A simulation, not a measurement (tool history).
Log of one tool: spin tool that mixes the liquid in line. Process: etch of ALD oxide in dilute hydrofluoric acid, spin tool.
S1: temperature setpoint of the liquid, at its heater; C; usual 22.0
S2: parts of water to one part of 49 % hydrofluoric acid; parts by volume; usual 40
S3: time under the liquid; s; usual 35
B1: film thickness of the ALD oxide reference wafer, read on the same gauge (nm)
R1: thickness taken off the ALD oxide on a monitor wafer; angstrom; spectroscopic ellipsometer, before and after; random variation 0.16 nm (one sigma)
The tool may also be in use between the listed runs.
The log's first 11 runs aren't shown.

run 12 hour=727.5 | S1=22.0 S2=40 S3=35 | B1=69.99 | R1=223.0
run 13 hour=783.0 | S1=22.0 S2=40 S3=35 | B1=70.01 | R1=220.9
run 14 hour=847.3 | S1=22.0 S2=40 S3=35 | B1=70.00 | R1=222.8
-- hour=852.3 hydrofluoric acid flow meter replaced
run 15 hour=877.5 | S1=22.0 S2=40 S3=45 | B1=70.01 | R1=273.9
run 16 hour=939.9 | S1=22.0 S2=40 S3=45 | B1=69.99 | R1=273.8
run 17 hour=994.2 | S1=22.0 S2=40 S3=35 | B1=69.99 | R1=215.6
run 18 hour=1041.3 | S1=22.0 S2=40 S3=35 | B1=70.00 | R1=218.3
run 19 hour=1066.5 | S1=22.0 S2=40 S3=35 | B1=69.99 | R1=217.6
run 20 hour=1138.3 | S1=22.0 S2=50 S3=35 | B1=70.02 | R1=170.6
run 21 hour=1182.2 | S1=17.5 S2=40 S3=45 | B1=70.03 | R1=232.5
run 22 hour=1244.1 | S1=22.0 S2=30 S3=20 | B1=69.98 | R1=172.1
-- hour=1258.9 thermometer replaced
run 23 hour=1286.9 | S1=18.0 S2=25 S3=45 | B1=69.97 | R1=352.6
run 24 hour=1425.7 | S1=22.0 S2=25 S3=30 | B1=70.04 | R1=283.3
run 25 hour=1480.6 | S1=22.0 S2=30 S3=50 | B1=70.00 | R1=392.0
run 26 hour=1544.9 | S1=22.0 S2=30 S3=25 | B1=70.00 | R1=199.9
run 27 hour=1614.1 | S1=18.0 S2=30 S3=55 | B1=70.00 | R1=366.4
run 28 hour=1675.9 | S1=22.0 S2=40 S3=35 | B1=69.99 | R1=202.7

The next listed run, before its measurement:
run 29 hour=1711.5 | S1=25.5 S2=40 S3=35 | B1=? | R1=?

{"run 29": {"B1": 69.99, "R1": 240.2}}
Without the tool's hidden state the same run would have given R1 223.4 angstrom.
